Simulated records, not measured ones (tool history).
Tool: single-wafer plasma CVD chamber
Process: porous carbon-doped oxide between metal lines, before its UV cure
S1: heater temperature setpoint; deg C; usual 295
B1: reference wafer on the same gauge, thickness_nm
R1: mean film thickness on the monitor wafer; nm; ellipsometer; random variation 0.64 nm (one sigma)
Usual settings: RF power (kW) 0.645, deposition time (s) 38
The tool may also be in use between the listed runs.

{"run": 1, "hour": 0.0, "S1": 295, "RF power (kW)": 0.645, "deposition time (s)": 38, "B1": 271.864, "R1": 232.37}
{"run": 2, "hour": 14.5, "S1": 295, "RF power (kW)": 0.645, "deposition time (s)": 38, "B1": 271.783, "R1": 231.864}
{"run": 3, "hour": 40.2, "S1": 295, "RF power (kW)": 0.645, "deposition time (s)": 38, "B1": 271.818, "R1": 230.941}
{"run": 4, "hour": 59.8, "S1": 295, "RF power (kW)": 0.645, "deposition time (s)": 38, "B1": 271.983, "R1": 232.277}
{"run": 5, "hour": 90.0, "S1": 295, "RF power (kW)": 0.645, "deposition time (s)": 38, "B1": 272.186, "R1": 231.487}
{"run": 6, "hour": 104.0, "S1": 295, "RF power (kW)": 0.645, "deposition time (s)": 38, "B1": 272.173, "R1": 231.266}
{"run": 7, "hour": 129.3, "S1": 295, "RF power (kW)": 0.645, "deposition time (s)": 38, "B1": 272.033, "R1": 231.068}
{"run": 8, "hour": 162.2, "S1": 295, "RF power (kW)": 0.645, "deposition time (s)": 38, "B1": 271.979, "R1": 230.674}
{"run": 9, "hour": 231.2, "S1": 295, "RF power (kW)": 0.645, "deposition time (s)": 38, "B1": 271.909, "R1": 230.853}
{"run": 10, "hour": 252.1, "S1": 295, "RF power (kW)": 0.645, "deposition time (s)": 38, "B1": 272.137, "R1": 229.557}
{"run": 11, "hour": 265.9, "S1": 295, "RF power (kW)": 0.645, "deposition time (s)": 38, "B1": 272.028, "R1": 230.839}
{"run": 12, "hour": 289.2, "S1": 295, "RF power (kW)": 0.645, "deposition time (s)": 38, "B1": 272.066, "R1": 229.777}
{"hour": 301.2, "done": "gauge calibrated"}
{"run": 13, "hour": 325.1, "S1": 302, "RF power (kW)": 0.645, "deposition time (s)": 38, "B1": 271.971, "R1": 222.052}
{"run": 14, "hour": 344.3, "S1": 300, "RF power (kW)": 0.645, "deposition time (s)": 38, "B1": 272.29, "R1": 223.682}
{"run": 15, "hour": 360.2, "S1": 295, "RF power (kW)": 0.545, "deposition time (s)": 38, "B1": 271.845, "R1": 196.302}
{"run": 16, "hour": 372.3, "S1": 295, "RF power (kW)": 0.545, "deposition time (s)": 38, "B1": 271.855, "R1": 196.791}
{"run": 17, "hour": 392.9, "S1": 295, "RF power (kW)": 0.645, "deposition time (s)": 38, "B1": 271.852, "R1": 229.387}
{"hour": 422.0, "done": "thermocouple changed; heater temperature recalibrated"}
{"run": 18, "hour": 422.5, "S1": 307, "RF power (kW)": 0.57, "deposition time (s)": 42.3, "B1": 272.018, "R1": 213.359}
{"run": 19, "hour": 429.5, "S1": 295, "RF power (kW)": 0.77, "deposition time (s)": 41.9, "B1": 271.846, "R1": 295.549}
{"hour": 466.9, "done": "RF generator calibrated"}
{"run": 20, "hour": 522.3, "S1": 284, "RF power (kW)": 0.645, "deposition time (s)": 40.7, "B1": 271.946, "R1": 249.395}
{"run": 21, "hour": 539.9, "S1": 295, "RF power (kW)": 0.74, "deposition time (s)": 31, "B1": 271.863, "R1": 203.731}
{"run": 22, "hour": 552.4, "S1": 303, "RF power (kW)": 0.645, "deposition time (s)": 32.1, "B1": 272.061, "R1": 180.071}
{"run": 23, "hour": 566.7, "S1": 295, "RF power (kW)": 0.705, "deposition time (s)": 38, "B1": 272.221, "R1": 238.208}
{"hour": 588.8, "done": "showerhead replaced"}
{"run": 24, "hour": 591.6, "S1": 295, "RF power (kW)": 0.69, "deposition time (s)": 42, "B1": 271.818, "R1": 257.916}
{"run": 25, "hour": 615.2, "S1": 295, "RF power (kW)": 0.645, "deposition time (s)": 38, "B1": 271.953, "R1": 218.333}
{"hour": 656.2, "done": "RF generator calibrated, repeated, since the last time left the tool worse"}
{"run": 26, "hour": 656.7, "S1": 295, "RF power (kW)": 0.59, "deposition time (s)": 30.9, "B1": 271.866, "R1": 179.219}
{"run": 27, "hour": 689.0, "S1": 282, "RF power (kW)": 0.55, "deposition time (s)": 44, "B1": 272.03, "R1": 252.628}
{"run": 28, "hour": 709.2, "S1": 295, "RF power (kW)": 0.58, "deposition time (s)": 45.3, "B1": 272.282, "R1": 254.732}
{"run": 29, "hour": 740.3, "S1": 295, "RF power (kW)": 0.645, "deposition time (s)": 40.1, "B1": 271.79, "R1": 249.948}
{"run": 30, "hour": 764.7, "S1": 302, "RF power (kW)": 0.645, "deposition time (s)": 38, "B1": 272.032, "R1": 227.148}
{"run": 31, "hour": 777.0, "S1": 299, "RF power (kW)": 0.52, "deposition time (s)": 38, "B1": 271.861, "R1": 188.847}
{"run": 32, "hour": 789.5, "S1": 295, "RF power (kW)": 0.645, "deposition time (s)": 31.9, "B1": 271.789, "R1": 200.237}
{"run": 33, "hour": 824.0, "S1": 295, "RF power (kW)": 0.69, "deposition time (s)": 43.9, "B1": 271.884, "R1": 287.804}
{"run": 34, "hour": 837.3, "S1": 295, "RF power (kW)": 0.645, "deposition time (s)": 38, "B1": 271.916, "R1": 235.942}

The same runs without the tool's hidden state, with the same run-to-run variation:
The hidden state here: wafer temperature above the value expected at the setpoint (K); delivered RF power above the setpoint (%); gauge reads high (%).
run=1 R1=238.399
run=2 R1=237.962
run=3 R1=237.16
run=4 R1=238.644
run=5 R1=238.005
run=6 R1=237.857
run=7 R1=237.797
run=8 R1=237.579
run=9 R1=238.158
run=10 R1=236.94
run=11 R1=238.343
run=12 R1=237.379
run=13 R1=229.598
run=14 R1=231.391
run=15 R1=203.37
run=16 R1=203.938
run=17 R1=237.571
run=18 R1=221.296
run=19 R1=306.098
run=20 R1=269.199
run=21 R1=219.747
run=22 R1=194.521
run=23 R1=257.127
run=24 R1=278.66
run=25 R1=236.238
run=26 R1=179.867
run=27 R1=253.753
run=28 R1=255.963
run=29 R1=251.336
run=30 R1=228.539
run=31 R1=190.103
run=32 R1=201.578
run=33 R1=289.931
run=34 R1=237.786
